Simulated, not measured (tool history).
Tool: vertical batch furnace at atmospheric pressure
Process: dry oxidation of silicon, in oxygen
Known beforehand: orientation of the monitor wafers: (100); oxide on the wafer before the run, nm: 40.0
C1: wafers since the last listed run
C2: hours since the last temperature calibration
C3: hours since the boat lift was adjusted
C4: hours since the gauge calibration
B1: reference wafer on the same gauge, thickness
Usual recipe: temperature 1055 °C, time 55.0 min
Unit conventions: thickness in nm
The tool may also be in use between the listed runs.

{"run": 1, "hour": 0.0, "temperature": 1055, "time": 55.0, "C1": 0, "C2": 2942.5, "C3": 3806.1, "C4": 490.9, "B1": 105.93, "thickness": 95.46}
{"run": 2, "hour": 71.5, "temperature": 1055, "time": 55.0, "C1": 1388, "C2": 3014.0, "C3": 3877.6, "C4": 562.4, "B1": 105.97, "thickness": 95.27}
{"run": 3, "hour": 110.0, "temperature": 1055, "time": 55.0, "C1": 747, "C2": 3052.5, "C3": 3916.1, "C4": 600.9, "B1": 106.0, "thickness": 95.69}
{"run": 4, "hour": 150.1, "temperature": 1055, "time": 55.0, "C1": 778, "C2": 3092.6, "C3": 3956.2, "C4": 641.0, "B1": 105.94, "thickness": 95.62}
{"run": 5, "hour": 221.1, "temperature": 1073, "time": 41.5, "C1": 1378, "C2": 3163.6, "C3": 4027.2, "C4": 712.0, "B1": 105.99, "thickness": 92.72}
{"run": 6, "hour": 251.8, "temperature": 1073, "time": 41.5, "C1": 596, "C2": 3194.3, "C3": 4057.9, "C4": 742.7, "B1": 106.01, "thickness": 92.51}
{"run": 7, "hour": 309.8, "temperature": 1055, "time": 55.0, "C1": 1126, "C2": 3252.3, "C3": 4115.9, "C4": 800.7, "B1": 106.06, "thickness": 95.91}
{"run": 8, "hour": 426.3, "temperature": 1055, "time": 55.0, "C1": 2261, "C2": 3368.8, "C3": 4232.4, "C4": 917.2, "B1": 105.93, "thickness": 95.69}
{"run": 9, "hour": 460.6, "temperature": 1048, "time": 61.5, "C1": 665, "C2": 3403.1, "C3": 4266.7, "C4": 951.5, "B1": 106.0, "thickness": 97.03}
{"hour": 513.9, "done": "gauge calibrated"}
{"run": 10, "hour": 531.5, "temperature": 1080, "time": 55.0, "C1": 1376, "C2": 3474.0, "C3": 4337.6, "C4": 17.6, "B1": 105.99, "thickness": 110.83}
{"hour": 583.0, "done": "boat lift adjusted"}
{"hour": 641.6, "done": "thermocouples replaced and temperature profile calibrated"}
{"run": 11, "hour": 694.4, "temperature": 1068, "time": 31.5, "C1": 2230, "C2": 52.8, "C3": 111.4, "C4": 180.5, "B1": 105.99, "thickness": 78.36}
{"run": 12, "hour": 726.3, "temperature": 1055, "time": 55.0, "C1": 619, "C2": 84.7, "C3": 143.3, "C4": 212.4, "B1": 106.0, "thickness": 93.58}
{"run": 13, "hour": 759.4, "temperature": 1055, "time": 72.0, "C1": 642, "C2": 117.8, "C3": 176.4, "C4": 245.5, "B1": 105.94, "thickness": 106.97}
{"run": 14, "hour": 801.7, "temperature": 1061, "time": 68.0, "C1": 821, "C2": 160.1, "C3": 218.7, "C4": 287.8, "B1": 106.01, "thickness": 107.6}
{"run": 15, "hour": 850.2, "temperature": 1046, "time": 47.0, "C1": 941, "C2": 208.6, "C3": 267.2, "C4": 336.3, "B1": 106.04, "thickness": 82.63}
{"run": 16, "hour": 897.6, "temperature": 1055, "time": 55.0, "C1": 920, "C2": 256.0, "C3": 314.6, "C4": 383.7, "B1": 106.05, "thickness": 93.74}
{"run": 17, "hour": 940.0, "temperature": 1064, "time": 55.0, "C1": 823, "C2": 298.4, "C3": 357.0, "C4": 426.1, "B1": 106.01, "thickness": 98.51}
{"run": 18, "hour": 996.7, "temperature": 1035, "time": 55.0, "C1": 1100, "C2": 355.1, "C3": 413.7, "C4": 482.8, "B1": 106.04, "thickness": 83.36}

Consider 5 possible next runs. They are alternatives, not a sequence: every one starts from the tool as it was left by run 18. What does each give?
{"run": "A", "hour": 1001.0, "temperature": 1066, "time": 55.0, "C1": 83, "C2": 359.4, "C3": 418.0, "C4": 487.1, "B1": "?", "thickness": "?"}
{"run": "B", "hour": 1001.0, "temperature": 1034, "time": 55.0, "C1": 83, "C2": 359.4, "C3": 418.0, "C4": 487.1, "B1": "?", "thickness": "?"}
{"run": "C", "hour": 1001.0, "temperature": 1065, "time": 34.0, "C1": 83, "C2": 359.4, "C3": 418.0, "C4": 487.1, "B1": "?", "thickness": "?"}
{"run": "D", "hour": 1001.0, "temperature": 1031, "time": 35.5, "C1": 83, "C2": 359.4, "C3": 418.0, "C4": 487.1, "B1": "?", "thickness": "?"}
{"run": "E", "hour": 1001.0, "temperature": 1039, "time": 68.0, "C1": 83, "C2": 359.4, "C3": 418.0, "C4": 487.1, "B1": "?", "thickness": "?"}

run=A B1=106.01 thickness=99.95
run=B B1=106.01 thickness=83.08
run=C B1=106.01 thickness=79.66
run=D B1=106.01 thickness=68.31
run=E B1=106.01 thickness=94.50
What these runs would have given with no unlogged condition in the tool:
run=A thickness=99.52
run=B thickness=82.74
run=C thickness=79.36
run=D thickness=68.08
run=E thickness=94.09
